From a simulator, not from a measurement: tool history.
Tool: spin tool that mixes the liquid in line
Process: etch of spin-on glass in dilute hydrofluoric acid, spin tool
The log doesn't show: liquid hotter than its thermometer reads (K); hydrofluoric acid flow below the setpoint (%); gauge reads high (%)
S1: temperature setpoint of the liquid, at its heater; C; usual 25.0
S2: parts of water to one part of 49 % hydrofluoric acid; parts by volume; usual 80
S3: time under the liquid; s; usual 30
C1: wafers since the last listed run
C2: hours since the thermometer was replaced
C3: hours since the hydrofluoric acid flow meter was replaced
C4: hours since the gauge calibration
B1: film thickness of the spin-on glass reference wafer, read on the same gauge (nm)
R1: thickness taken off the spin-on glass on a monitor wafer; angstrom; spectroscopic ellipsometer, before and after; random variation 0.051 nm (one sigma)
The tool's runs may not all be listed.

run   hour    S1   S2  S3   C1     C2      C3     C4     B1     R1
  1    0.0  25.0   80  30    0  236.0  1272.3  400.5  50.00  105.1
  2   16.7  25.0   80  30  154  252.7  1289.0  417.2  49.99  105.5
  3   45.7  25.0   80  30  268  281.7  1318.0  446.2  49.98  105.0
  4   62.4  25.0   80  30  154  298.4  1334.7  462.9  50.01  105.3
     162.2  -- gauge calibrated
  5  166.4  25.0   80  30  964  402.4  1438.7    4.2  49.99  105.9
  6  198.5  25.0   50  45  297  434.5  1470.8   36.3  50.01  264.3
  7  211.7  25.0   80  20  122  447.7  1484.0   49.5  50.02   70.0
     242.1  -- hydrofluoric acid flow meter replaced
  8  243.2  25.0   80  20  282  479.2     1.1   81.0  50.02   69.4
  9  278.6  25.0   80  20  328  514.6    36.5  116.4  50.00   70.3
 10  311.0  25.0   80  30  300  547.0    68.9  148.8  49.99  104.5
 11  335.2  25.0   80  30  224  571.2    93.1  173.0  49.99  104.5
 12  367.3  25.0   80  30  297  603.3   125.2  205.1  50.00  104.7
 13  396.6  25.0  100  30  271  632.6   154.5  234.4  50.00   82.1
 14  419.1  25.0   80  30  208  655.1   177.0  256.9  49.99  105.7
 15  443.2  25.0   80  30  223  679.2   201.1  281.0  50.00  105.5
 16  456.8  25.0   80  30  126  692.8   214.7  294.6  50.02  105.1
 17  470.5  22.5   55  20  127  706.5   228.4  308.3  50.02   95.2
 18  492.7  23.5   95  15  205  728.7   250.6  330.5  50.01   41.2
 19  520.4  25.0   80  30  256  756.4   278.3  358.2  49.97  105.6
 20  553.6  25.0   80  40  307  789.6   311.5  391.4  50.01  141.1
 21  578.1  29.0   80  30  227  814.1   336.0  415.9  50.01  123.0
 22  604.4  25.0   45  20  243  840.4   362.3  442.2  49.98  130.6
 23  636.3  25.0   80  50  295  872.3   394.2  474.1  50.00  174.1
 24  665.2  28.0   40  30  268  901.2   423.1  503.0  50.02  251.5
     683.8  -- gauge calibrated
 25  694.0  20.0   50  45  267  930.0   451.9   10.2  50.01  214.1
 26  717.9  25.0   80  30  221  953.9   475.8   34.1  49.97  105.7
     725.2  -- thermometer replaced
 27  730.7  25.0   95  40  109    5.5   488.6   46.9  49.99  115.1
 28  746.7  25.0   80  30  148   21.5   504.6   62.9  50.00  104.9
 29  818.9  29.0  115  30  669   93.7   576.8  135.1  50.00   81.2
 30  839.9  22.5   65  45  194  114.7   597.8  156.1  50.01  177.9
 31  875.2  21.5   60  30  327  150.0   633.1  191.4  49.99  124.8
 32  888.2  21.5   45  50  120  163.0   646.1  204.4  49.99  282.7
 33  911.2  25.0   55  30  213  186.0   669.1  227.4  50.01  159.6
 34  939.5  25.0   80  30  262  214.3   697.4  255.7  50.01  104.7

4 ways to go on from here, each from the tool as it stands after run 34. What would each give?
  A  939.9  28.0   80  30   3  214.7  697.8  256.1   ?   ?
  B  939.9  25.0   60  30   3  214.7  697.8  256.1   ?   ?
  C  939.9  21.0  100  35   3  214.7  697.8  256.1   ?   ?
  D  939.9  20.5   70  25   3  214.7  697.8  256.1   ?   ?

run     B1     R1
  A  49.99  118.2
  B  49.99  143.8
  C  49.99   81.5
  D  49.99   84.3
Without the tool's hidden state the same runs would have given:
run     R1
  A  118.2
  B  143.8
  C   81.5
  D   84.3
